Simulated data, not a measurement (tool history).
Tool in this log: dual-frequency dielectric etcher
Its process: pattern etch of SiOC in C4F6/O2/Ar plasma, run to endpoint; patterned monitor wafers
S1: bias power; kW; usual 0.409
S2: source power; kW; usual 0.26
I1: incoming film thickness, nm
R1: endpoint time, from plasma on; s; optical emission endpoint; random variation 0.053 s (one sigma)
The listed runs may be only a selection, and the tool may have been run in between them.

| run | hour | S1 | S2 | I1 | R1 |
|---|---|---|---|---|---|
| 1 | 0 | 0.409 | 0.26 | 39.91 | 16.9 |
| 2 | 51.4 | 0.409 | 0.26 | 40.02 | 16.9 |
| 3 | 57.7 | 0.409 | 0.26 | 39.55 | 16.7 |
| 4 | 71.6 | 0.409 | 0.26 | 39.64 | 16.7 |
| 5 | 86.9 | 0.409 | 0.31 | 40.03 | 15.7 |
| 6 | 93 | 0.409 | 0.26 | 39.65 | 16.6 |
| 7 | 102.9 | 0.409 | 0.25 | 39.58 | 16.9 |
|  | 118 | source power generator calibrated |
|  | 140.5 | wet clean of the chamber |
| 8 | 141 | 0.409 | 0.26 | 39.69 | 17.6 |
| 9 | 141.3 | 0.409 | 0.26 | 39.77 | 17.5 |
|  | 169.5 | upper electrode replaced |
| 10 | 170 | 0.409 | 0.26 | 39.52 | 17.4 |
| 11 | 170.3 | 0.496 | 0.32 | 40.73 | 15.2 |
| 12 | 171.1 | 0.341 | 0.32 | 39.7 | 17.4 |
| 13 | 177.4 | 0.34 | 0.26 | 40.54 | 19.3 |
| 14 | 187.6 | 0.319 | 0.26 | 40.19 | 19.6 |
| 15 | 194 | 0.36 | 0.21 | 39.92 | 20.1 |
| 16 | 203.5 | 0.409 | 0.32 | 40.06 | 16.3 |
|  | 218.3 | bias power generator calibrated |
| 17 | 218.8 | 0.469 | 0.2 | 40.02 | 18.3 |
| 18 | 226.1 | 0.48 | 0.32 | 40.33 | 15.3 |
| 19 | 232.3 | 0.409 | 0.26 | 39.76 | 17.3 |
| 20 | 282.9 | 0.409 | 0.26 | 39.98 | 17.5 |

Consider 3 possible next runs. They are alternatives, not a sequence: every one starts from the tool as it was left by run 20. What does each give?
| A | 283.3 | 0.462 | 0.26 | 40.12 | ? |
| B | 283.3 | 0.331 | 0.32 | 40.12 | ? |
| C | 283.3 | 0.463 | 0.3 | 40.12 | ? |

| run | R1 |
|---|---|
| A | 16.7 |
| B | 17.7 |
| C | 15.8 |
With the hidden condition removed and each run's random variation left untouched, the same runs would have given:
| run | R1 |
|---|---|
| A | 16.8 |
| B | 17.9 |
| C | 15.9 |
